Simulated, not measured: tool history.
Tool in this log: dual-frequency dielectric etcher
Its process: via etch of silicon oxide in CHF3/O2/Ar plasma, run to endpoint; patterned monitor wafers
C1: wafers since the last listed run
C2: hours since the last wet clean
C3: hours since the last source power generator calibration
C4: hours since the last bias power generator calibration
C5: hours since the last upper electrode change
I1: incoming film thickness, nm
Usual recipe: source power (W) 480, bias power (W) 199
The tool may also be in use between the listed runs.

run 1 hour=0.0 | source_power_(W)=450 bias_power_(W)=199 | C1=0 C2=343.2 C3=2596.3 C4=2764.1 C5=4746.4 | I1=515.0 | endpoint_time_(s)=246.6
run 2 hour=61.9 | source_power_(W)=480 bias_power_(W)=217 | C1=179 C2=405.1 C3=2658.2 C4=2826.0 C5=4808.3 | I1=515.9 | endpoint_time_(s)=227.2
-- hour=102.3 wet clean of the chamber
run 3 hour=131.7 | source_power_(W)=480 bias_power_(W)=217 | C1=132 C2=29.4 C3=2728.0 C4=2895.8 C5=4878.1 | I1=517.0 | endpoint_time_(s)=235.8
run 4 hour=171.5 | source_power_(W)=480 bias_power_(W)=217 | C1=115 C2=69.2 C3=2767.8 C4=2935.6 C5=4917.9 | I1=521.1 | endpoint_time_(s)=240.5
run 5 hour=200.0 | source_power_(W)=480 bias_power_(W)=199 | C1=82 C2=97.7 C3=2796.3 C4=2964.1 C5=4946.4 | I1=522.6 | endpoint_time_(s)=246.3
run 6 hour=224.7 | source_power_(W)=480 bias_power_(W)=199 | C1=71 C2=122.4 C3=2821.0 C4=2988.8 C5=4971.1 | I1=522.9 | endpoint_time_(s)=246.1
run 7 hour=277.9 | source_power_(W)=480 bias_power_(W)=199 | C1=154 C2=175.6 C3=2874.2 C4=3042.0 C5=5024.3 | I1=516.3 | endpoint_time_(s)=240.8
run 8 hour=313.4 | source_power_(W)=480 bias_power_(W)=199 | C1=102 C2=211.1 C3=2909.7 C4=3077.5 C5=5059.8 | I1=519.3 | endpoint_time_(s)=240.6
run 9 hour=365.8 | source_power_(W)=480 bias_power_(W)=199 | C1=151 C2=263.5 C3=2962.1 C4=3129.9 C5=5112.2 | I1=519.4 | endpoint_time_(s)=237.8
run 10 hour=421.9 | source_power_(W)=480 bias_power_(W)=173 | C1=162 C2=319.6 C3=3018.2 C4=3186.0 C5=5168.3 | I1=518.8 | endpoint_time_(s)=248.9
run 11 hour=473.9 | source_power_(W)=480 bias_power_(W)=173 | C1=150 C2=371.6 C3=3070.2 C4=3238.0 C5=5220.3 | I1=518.6 | endpoint_time_(s)=250.2
-- hour=541.3 wet clean of the chamber
-- hour=545.4 upper electrode replaced, of another model than before
-- hour=546.9 source power generator calibrated
run 12 hour=547.4 | source_power_(W)=440 bias_power_(W)=199 | C1=127 C2=6.1 C3=0.5 C4=3311.5 C5=2.0 | I1=521.2 | endpoint_time_(s)=256.8
run 13 hour=563.7 | source_power_(W)=440 bias_power_(W)=199 | C1=47 C2=22.4 C3=16.8 C4=3327.8 C5=18.3 | I1=515.5 | endpoint_time_(s)=254.1
run 14 hour=616.0 | source_power_(W)=480 bias_power_(W)=199 | C1=151 C2=74.7 C3=69.1 C4=3380.1 C5=70.6 | I1=514.9 | endpoint_time_(s)=243.2
run 15 hour=658.3 | source_power_(W)=510 bias_power_(W)=199 | C1=122 C2=117.0 C3=111.4 C4=3422.4 C5=112.9 | I1=516.3 | endpoint_time_(s)=238.4
run 16 hour=728.3 | source_power_(W)=510 bias_power_(W)=199 | C1=202 C2=187.0 C3=181.4 C4=3492.4 C5=182.9 | I1=518.7 | endpoint_time_(s)=237.7
run 17 hour=788.7 | source_power_(W)=510 bias_power_(W)=199 | C1=174 C2=247.4 C3=241.8 C4=3552.8 C5=243.3 | I1=517.1 | endpoint_time_(s)=235.4
run 18 hour=815.4 | source_power_(W)=430 bias_power_(W)=223 | C1=77 C2=274.1 C3=268.5 C4=3579.5 C5=270.0 | I1=518.3 | endpoint_time_(s)=240.7
run 19 hour=854.0 | source_power_(W)=480 bias_power_(W)=199 | C1=111 C2=312.7 C3=307.1 C4=3618.1 C5=308.6 | I1=520.0 | endpoint_time_(s)=242.0
-- hour=881.5 bias power generator calibrated
run 20 hour=905.0 | source_power_(W)=380 bias_power_(W)=224 | C1=136 C2=363.7 C3=358.1 C4=23.5 C5=359.6 | I1=520.1 | endpoint_time_(s)=246.1
run 21 hour=952.1 | source_power_(W)=580 bias_power_(W)=181 | C1=136 C2=410.8 C3=405.2 C4=70.6 C5=406.7 | I1=520.7 | endpoint_time_(s)=230.0
-- hour=987.1 wet clean of the chamber
run 22 hour=1021.2 | source_power_(W)=480 bias_power_(W)=199 | C1=130 C2=34.1 C3=474.3 C4=139.7 C5=475.8 | I1=518.5 | endpoint_time_(s)=245.5
run 23 hour=1063.1 | source_power_(W)=410 bias_power_(W)=178 | C1=121 C2=76.0 C3=516.2 C4=181.6 C5=517.7 | I1=518.9 | endpoint_time_(s)=270.3
run 24 hour=1114.5 | source_power_(W)=430 bias_power_(W)=167 | C1=148 C2=127.4 C3=567.6 C4=233.0 C5=569.1 | I1=518.1 | endpoint_time_(s)=267.7
run 25 hour=1178.7 | source_power_(W)=540 bias_power_(W)=226 | C1=185 C2=191.6 C3=631.8 C4=297.2 C5=633.3 | I1=513.3 | endpoint_time_(s)=221.3
run 26 hour=1265.8 | source_power_(W)=540 bias_power_(W)=245 | C1=252 C2=278.7 C3=718.9 C4=384.3 C5=720.4 | I1=517.6 | endpoint_time_(s)=214.9
run 27 hour=1311.5 | source_power_(W)=480 bias_power_(W)=241 | C1=132 C2=324.4 C3=764.6 C4=430.0 C5=766.1 | I1=517.8 | endpoint_time_(s)=222.4
run 28 hour=1361.2 | source_power_(W)=480 bias_power_(W)=199 | C1=143 C2=374.1 C3=814.3 C4=479.7 C5=815.8 | I1=519.4 | endpoint_time_(s)=237.8
-- hour=1413.1 wet clean of the chamber
run 29 hour=1413.6 | source_power_(W)=550 bias_power_(W)=217 | C1=82 C2=0.5 C3=866.7 C4=532.1 C5=868.2 | I1=516.1 | endpoint_time_(s)=229.1
run 30 hour=1465.6 | source_power_(W)=480 bias_power_(W)=199 | C1=150 C2=52.5 C3=918.7 C4=584.1 C5=920.2 | I1=518.1 | endpoint_time_(s)=247.9

Run 31, settings as shown, results not yet in. Your forecast:
run 31 hour=1532.1 | source_power_(W)=400 bias_power_(W)=159 | C1=192 C2=119.0 C3=985.2 C4=650.6 C5=986.7 | I1=514.9 | endpoint_time_(s)=?

{"run 31": {"endpoint time (s)": 279.7}}
On a tool with no hidden condition, and with the same random variation, this run would have come out at endpoint time (s) 282.3.

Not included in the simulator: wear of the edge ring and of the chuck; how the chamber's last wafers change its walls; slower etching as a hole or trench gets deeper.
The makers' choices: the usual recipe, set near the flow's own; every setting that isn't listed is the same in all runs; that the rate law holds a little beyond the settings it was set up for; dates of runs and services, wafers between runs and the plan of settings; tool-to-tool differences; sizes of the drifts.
